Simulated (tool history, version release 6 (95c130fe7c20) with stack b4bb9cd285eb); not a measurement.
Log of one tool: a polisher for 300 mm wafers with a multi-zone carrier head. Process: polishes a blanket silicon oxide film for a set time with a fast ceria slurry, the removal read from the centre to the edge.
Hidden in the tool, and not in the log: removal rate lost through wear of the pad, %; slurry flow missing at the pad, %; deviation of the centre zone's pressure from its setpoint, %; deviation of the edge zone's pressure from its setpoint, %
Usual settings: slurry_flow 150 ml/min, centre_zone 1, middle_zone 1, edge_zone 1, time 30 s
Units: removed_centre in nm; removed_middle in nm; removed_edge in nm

run,hour,slurry_flow,centre_zone,middle_zone,edge_zone,time,wafers since the last listed run,wafers polished on this pad,hours since the slurry nozzle was cleaned,hours since the centre zone pressure was calibrated,hours since the edge zone pressure was calibrated,hours since the carrier head's membrane was replaced,"incoming thickness of the incoming film, nm",removed_centre,removed_middle,removed_edge
1,0,150,1,1,1,36,0,521,647.8,1134.9,839.8,800.6,1982.1,876.7,865.3,886.2
2,12.2,150,1,1,1,30,121,642,660,1147.1,852,812.8,1983.2,721.1,731.1,729.3
3,21.7,150,0.93,1,1,30,94,737,669.5,1156.6,861.5,822.3,1939.9,688.4,720,721.3
4,36.4,150,0.93,1,1,30,146,883,684.2,1171.3,876.2,837,1948.9,702.5,736.7,753.3
# hour 39: slurry nozzle cleaned
5,54.3,150,1,1,1,30,168,1051,15.3,1189.2,894.1,854.9,1992.1,740.5,712,731
# hour 62.3: worn pad replaced by a new one
# hour 69.4: carrier head's membrane replaced by a new one
6,69.9,110,1,1,1,34,65,25,30.9,1204.8,909.7,0.5,1982.1,770.9,757,786.3
7,75.3,195,1,1.12,1,30,53,79,36.3,1210.2,915.1,5.9,1977.6,781.6,836.6,762.6
8,88.1,120,1,1,1.1,35,127,206,49.1,1223,927.9,18.7,1959.4,810.7,801.8,866.7
9,104.8,180,1,1.04,1,30,166,373,65.8,1239.7,944.6,35.4,1985.8,769.9,759.8,748.3
10,113.1,175,1.11,1.09,1.05,30,82,455,74.1,1248,952.9,43.7,1961.1,826.2,774.5,787.8
11,128.5,105,1,0.95,1,30,153,608,89.5,1263.4,968.3,59.1,1943,664.4,625.5,683.6
12,140.2,150,1,1,1,30,116,725,101.2,1275.1,980,70.8,1954.4,732.4,726.2,732.9
# hour 161.3: centre zone pressure recalibrated
# hour 165.4: edge zone pressure recalibrated
13,169.7,195,0.94,1,1,30,253,979,130.7,8.4,4.3,100.3,1948.8,726.4,752.2,771.5
14,190.9,150,1,1,1,30,211,1190,151.9,29.6,25.5,121.5,1960.2,743.9,716,732
# hour 196.7: worn pad replaced by a new one
15,204.2,135,1.12,1,1.09,27,92,74,165.2,42.9,38.8,134.8,1932.4,720.1,642.7,684
16,215.7,185,1,0.93,0.9,26,114,189,176.7,54.4,50.3,146.3,2008.2,663.9,621.8,622.2
17,227.8,150,1,0.88,1,30,120,309,188.8,66.5,62.4,158.4,1960.2,737.6,656.1,746
18,238.3,175,1,1,1,30,104,414,199.3,77,72.9,168.9,1970.4,754.3,740.2,758.8
19,253.4,150,1,1.1,0.96,30,150,564,214.4,92.1,88,184,1933.5,735.4,784.4,737.3
20,270.4,180,1.07,1,0.9,30,169,733,231.4,109.1,105,201,1966.4,793.9,742.6,738.2
21,282.7,150,1,1,1,22,122,856,243.7,121.4,117.3,213.3,1969.4,535.5,532.8,535.5
22,291.3,190,1,1,1,30,85,941,252.3,130,125.9,221.9,1976.5,780.3,762.3,756
23,303.8,150,1,1,1,30,124,1066,264.8,142.5,138.4,234.4,1964.1,746.7,714.1,736.2

Forecast each of these 3 alternatives for the next run:
A,304.2,150,1,1,1,30,3,1070,265.2,142.9,138.8,234.8,1951.3,?,?,?
B,304.2,150,1,1,1,26,3,1070,265.2,142.9,138.8,234.8,1951.3,?,?,?
C,304.2,150,1,0.93,1.11,30,3,1070,265.2,142.9,138.8,234.8,1951.3,?,?,?

run,removed_centre,removed_middle,removed_edge
A,743.6,740.4,730.2
B,644.5,641.6,632.9
C,743.3,696.5,769.7
Without the tool's hidden state the same runs would have given:
run,removed_centre,removed_middle,removed_edge
A,743.6,740.4,730.2
B,644.5,641.6,632.9
C,743.3,696.5,769.7
